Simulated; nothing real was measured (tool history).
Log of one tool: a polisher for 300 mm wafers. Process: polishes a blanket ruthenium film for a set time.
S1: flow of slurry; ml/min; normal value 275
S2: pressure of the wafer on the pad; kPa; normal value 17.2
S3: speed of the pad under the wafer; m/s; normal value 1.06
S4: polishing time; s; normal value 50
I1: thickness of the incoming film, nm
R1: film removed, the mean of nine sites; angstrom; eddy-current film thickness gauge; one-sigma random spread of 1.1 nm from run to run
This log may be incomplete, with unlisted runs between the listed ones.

Run 1, hour 0.0: usual settings but S3 0.76 m/s; I1 395.1. Result: R1 644 angstrom.
Run 2, hour 88.1: usual settings but S3 0.76 m/s; I1 389.0. Result: R1 625 angstrom.
Run 3, hour 191.4: usual settings; I1 386.6. Result: R1 887 angstrom.
Run 4, hour 284.4: usual settings; I1 387.4. Result: R1 884 angstrom.
Run 5, hour 372.5: usual settings; I1 391.5. Result: R1 871 angstrom.
At hour 419.3: worn pad replaced by a new one.
Run 6, hour 467.1: usual settings but S4 46 s; I1 387.5. Result: R1 812 angstrom.
At hour 509.6: head pressure recalibrated.
Run 7, hour 540.6: usual settings but S4 46 s; I1 391.5. Result: R1 819 angstrom.
Run 8, hour 586.3: usual settings but S4 46 s; I1 389.4. Result: R1 808 angstrom.
Run 9, hour 627.0: usual settings; I1 393.1. Result: R1 870 angstrom.
Run 10, hour 730.2: usual settings; I1 390.6. Result: R1 865 angstrom.
At hour 755.1: slurry nozzle cleaned.
Run 11, hour 777.9: usual settings; I1 384.3. Result: R1 820 angstrom.
Run 12, hour 830.4: usual settings but S2 19.3 kPa; I1 394.6. Result: R1 939 angstrom.
Run 13, hour 924.3: usual settings but S3 1.28 m/s; I1 392.7. Result: R1 1006 angstrom.
At hour 948.5: worn pad replaced by a new one.
Run 14, hour 981.4: usual settings but S3 1.28 m/s; I1 388.3. Result: R1 1007 angstrom.
At hour 1025.4: head pressure recalibrated.
Run 15, hour 1086.2: usual settings but S1 335 ml/min; I1 391.1. Result: R1 862 angstrom.
Run 16, hour 1152.4: usual settings but S1 335 ml/min; I1 391.7. Result: R1 851 angstrom.
Run 17, hour 1255.3: usual settings; I1 389.0. Result: R1 828 angstrom.
At hour 1291.1: slurry nozzle cleaned, repeated, since the last time left the tool worse.
Run 18, hour 1332.0: usual settings but S1 225 ml/min, S2 11.0 kPa, S3 1.36 m/s; I1 390.2. Result: R1 770 angstrom.
At hour 1374.2: worn pad replaced by a new one.
Run 19, hour 1403.2: usual settings but S3 0.82 m/s, S4 59 s; I1 396.4. Result: R1 817 angstrom.
Run 20, hour 1466.5: usual settings but S1 350 ml/min, S2 11.0 kPa, S3 1.42 m/s, S4 41 s; I1 384.5. Result: R1 689 angstrom.
Run 21, hour 1557.9: usual settings but S1 300 ml/min, S3 0.78 m/s; I1 388.2. Result: R1 636 angstrom.
At hour 1580.9: head pressure recalibrated.
Run 22, hour 1632.3: usual settings but S3 1.32 m/s; I1 392.9. Result: R1 1097 angstrom.
Run 23, hour 1711.0: usual settings but S1 360 ml/min; I1 395.7. Result: R1 933 angstrom.
Run 24, hour 1802.0: usual settings but S1 185 ml/min, S2 20.7 kPa, S4 63 s; I1 393.0. Result: R1 1244 angstrom.
Run 25, hour 1853.4: usual settings but S3 1.34 m/s; I1 391.4. Result: R1 1131 angstrom.
At hour 1915.9: worn pad replaced by a new one.
Run 26, hour 1920.0: usual settings; I1 396.6. Result: R1 885 angstrom.
Run 27, hour 2015.8: usual settings; I1 383.4. Result: R1 851 angstrom.
At hour 2038.4: head pressure recalibrated.
At hour 2063.4: slurry nozzle cleaned.
Run 28, hour 2083.3: usual settings but S1 345 ml/min, S3 1.16 m/s, S4 37 s; I1 392.9. Result: R1 723 angstrom.
Run 29, hour 2156.1: usual settings; I1 384.6. Result: R1 882 angstrom.
Run 30, hour 2255.2: usual settings; I1 389.3. Result: R1 883 angstrom.
Run 31, hour 2296.7: usual settings but S2 11.7 kPa, S4 34 s; I1 391.5. Result: R1 442 angstrom.
Run 32, hour 2359.8: usual settings but S1 205 ml/min, S2 19.3 kPa, S3 0.80 m/s, S4 45 s; I1 389.0. Result: R1 642 angstrom.
At hour 2371.8: worn pad replaced by a new one.
Run 33, hour 2403.9: usual settings but S1 210 ml/min, S2 11.7 kPa, S3 1.28 m/s, S4 63 s; I1 394.7. Result: R1 951 angstrom.
Run 34, hour 2452.7: usual settings but S1 225 ml/min, S4 61 s; I1 386.5. Result: R1 1068 angstrom.

5 ways to go on from here, each from the tool as it stands after run 34. What would each give?
Run A, hour 2453.1: usual settings; I1 387.0. Result: R1 ?.
Run B, hour 2453.1: usual settings but S2 13.8 kPa, S4 63 s; I1 387.0. Result: R1 ?.
Run C, hour 2453.1: usual settings but S1 360 ml/min, S2 21.4 kPa, S3 0.70 m/s, S4 42 s; I1 387.0. Result: R1 ?.
Run D, hour 2453.1: usual settings but S3 0.80 m/s; I1 387.0. Result: R1 ?.
Run E, hour 2453.1: usual settings but S1 240 ml/min; I1 387.0. Result: R1 ?.

run   R1
  A  902
  B  943
  C  617
  D  681
  E  890
With the hidden condition removed and each run's random variation left untouched, the same runs would have given:
run   R1
  A  907
  B  949
  C  620
  D  685
  E  896
